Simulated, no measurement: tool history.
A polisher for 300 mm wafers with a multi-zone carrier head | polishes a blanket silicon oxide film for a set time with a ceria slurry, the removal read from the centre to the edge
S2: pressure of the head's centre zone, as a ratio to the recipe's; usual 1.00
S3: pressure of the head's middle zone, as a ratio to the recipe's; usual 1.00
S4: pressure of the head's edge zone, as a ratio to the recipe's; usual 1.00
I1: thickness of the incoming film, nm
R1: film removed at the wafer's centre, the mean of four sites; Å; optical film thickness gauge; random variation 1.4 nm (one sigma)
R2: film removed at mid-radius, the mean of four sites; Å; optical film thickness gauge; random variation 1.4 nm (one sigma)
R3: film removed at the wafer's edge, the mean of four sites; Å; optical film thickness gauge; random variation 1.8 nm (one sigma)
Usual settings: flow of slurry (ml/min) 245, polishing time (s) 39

run 1 hour=0.0 | flow_of_slurry_(ml/min)=245 S2=1.00 S3=1.00 S4=1.00 polishing_time_(s)=39 | I1=745.2 | R1=1556 R2=1684 R3=1537
run 2 hour=67.1 | flow_of_slurry_(ml/min)=245 S2=1.07 S3=1.07 S4=1.00 polishing_time_(s)=39 | I1=754.6 | R1=1603 R2=1789 R3=1577
-- hour=163.6 worn pad replaced by a new one, of another model than before
run 3 hour=164.6 | flow_of_slurry_(ml/min)=245 S2=1.00 S3=1.00 S4=1.00 polishing_time_(s)=39 | I1=745.2 | R1=1562 R2=1676 R3=1558
run 4 hour=264.9 | flow_of_slurry_(ml/min)=245 S2=1.00 S3=1.00 S4=1.00 polishing_time_(s)=39 | I1=755.7 | R1=1519 R2=1685 R3=1564
run 5 hour=337.9 | flow_of_slurry_(ml/min)=245 S2=1.00 S3=1.00 S4=1.00 polishing_time_(s)=39 | I1=749.0 | R1=1515 R2=1665 R3=1571
-- hour=450.0 slurry nozzle cleaned
run 6 hour=510.2 | flow_of_slurry_(ml/min)=245 S2=1.00 S3=1.00 S4=1.00 polishing_time_(s)=39 | I1=755.8 | R1=1510 R2=1685 R3=1558
-- hour=550.1 centre zone pressure recalibrated
run 7 hour=560.1 | flow_of_slurry_(ml/min)=245 S2=1.00 S3=0.97 S4=1.00 polishing_time_(s)=46 | I1=740.5 | R1=1883 R2=1914 R3=1832
-- hour=567.3 edge zone pressure recalibrated
run 8 hour=657.2 | flow_of_slurry_(ml/min)=245 S2=1.00 S3=1.00 S4=1.00 polishing_time_(s)=39 | I1=748.6 | R1=1565 R2=1687 R3=1561
-- hour=664.2 worn pad replaced by a new one
run 9 hour=710.5 | flow_of_slurry_(ml/min)=245 S2=1.00 S3=1.11 S4=0.94 polishing_time_(s)=39 | I1=749.5 | R1=1575 R2=1822 R3=1514
run 10 hour=751.8 | flow_of_slurry_(ml/min)=245 S2=0.94 S3=1.00 S4=1.00 polishing_time_(s)=51 | I1=765.9 | R1=2002 R2=2207 R3=2095
run 11 hour=803.9 | flow_of_slurry_(ml/min)=245 S2=1.00 S3=1.00 S4=1.00 polishing_time_(s)=39 | I1=746.8 | R1=1551 R2=1702 R3=1562
run 12 hour=887.9 | flow_of_slurry_(ml/min)=245 S2=0.90 S3=1.00 S4=0.89 polishing_time_(s)=39 | I1=745.8 | R1=1468 R2=1689 R3=1495
-- hour=903.2 slurry nozzle cleaned
-- hour=938.4 carrier head's membrane replaced by a new one
run 13 hour=955.3 | flow_of_slurry_(ml/min)=245 S2=1.00 S3=1.00 S4=1.00 polishing_time_(s)=39 | I1=751.8 | R1=1534 R2=1707 R3=1571
-- hour=1122.7 centre zone pressure recalibrated
-- hour=1167.1 worn pad replaced by a new one
run 14 hour=1211.9 | flow_of_slurry_(ml/min)=245 S2=1.00 S3=0.93 S4=1.00 polishing_time_(s)=39 | I1=754.8 | R1=1577 R2=1596 R3=1557
run 15 hour=1283.4 | flow_of_slurry_(ml/min)=285 S2=1.00 S3=1.00 S4=1.00 polishing_time_(s)=49 | I1=752.6 | R1=1974 R2=2172 R3=2009
-- hour=1336.5 edge zone pressure recalibrated
-- hour=1358.1 slurry nozzle cleaned
run 16 hour=1385.0 | flow_of_slurry_(ml/min)=245 S2=1.04 S3=1.00 S4=1.00 polishing_time_(s)=39 | I1=751.6 | R1=1578 R2=1716 R3=1564
run 17 hour=1482.5 | flow_of_slurry_(ml/min)=245 S2=1.00 S3=1.00 S4=1.00 polishing_time_(s)=39 | I1=750.9 | R1=1546 R2=1675 R3=1570
-- hour=1586.8 worn pad replaced by a new one
run 18 hour=1587.5 | flow_of_slurry_(ml/min)=330 S2=0.96 S3=1.00 S4=1.00 polishing_time_(s)=31 | I1=735.6 | R1=1218 R2=1402 R3=1270
run 19 hour=1647.7 | flow_of_slurry_(ml/min)=245 S2=1.07 S3=1.00 S4=1.00 polishing_time_(s)=39 | I1=747.9 | R1=1591 R2=1682 R3=1564
-- hour=1677.0 centre zone pressure recalibrated
run 20 hour=1695.1 | flow_of_slurry_(ml/min)=275 S2=0.93 S3=1.00 S4=1.09 polishing_time_(s)=30 | I1=745.1 | R1=1194 R2=1318 R3=1270
-- hour=1765.6 slurry nozzle cleaned
run 21 hour=1773.0 | flow_of_slurry_(ml/min)=190 S2=1.08 S3=1.00 S4=1.00 polishing_time_(s)=39 | I1=760.3 | R1=1586 R2=1610 R3=1527

Hidden state or all else? Some run-to-run changes of R1, split into what the settings, what came in and random variation would give without the hidden state, and what is left for the hidden state (with any gauge scatter that isn't in both results):
The hidden state here: removal rate lost through wear of the pad, %; slurry flow missing at the pad, %; deviation of the centre zone's pressure from its setpoint, %; deviation of the edge zone's pressure from its setpoint, %.
Run 6 -> 7: S3 1.00 -> 0.97, polishing time (s) 39 -> 46, centre zone pressure recalibrated. R1 +373 Å: hidden state +122, all else +251.
Run 9 -> 10: S2 1.00 -> 0.94, S3 1.11 -> 1.00, S4 0.94 -> 1.00, polishing time (s) 39 -> 51. R1 +427 Å: hidden state -25, all else +452.
Run 10 -> 11: S2 0.94 -> 1.00, polishing time (s) 51 -> 39. R1 -451 Å: hidden state +7, all else -458.
Run 19 -> 20: flow of slurry (ml/min) 245 -> 275, S2 1.07 -> 0.93, S4 1.00 -> 1.09, polishing time (s) 39 -> 30, centre zone pressure recalibrated. R1 -397 Å: hidden state +93, all else -490.
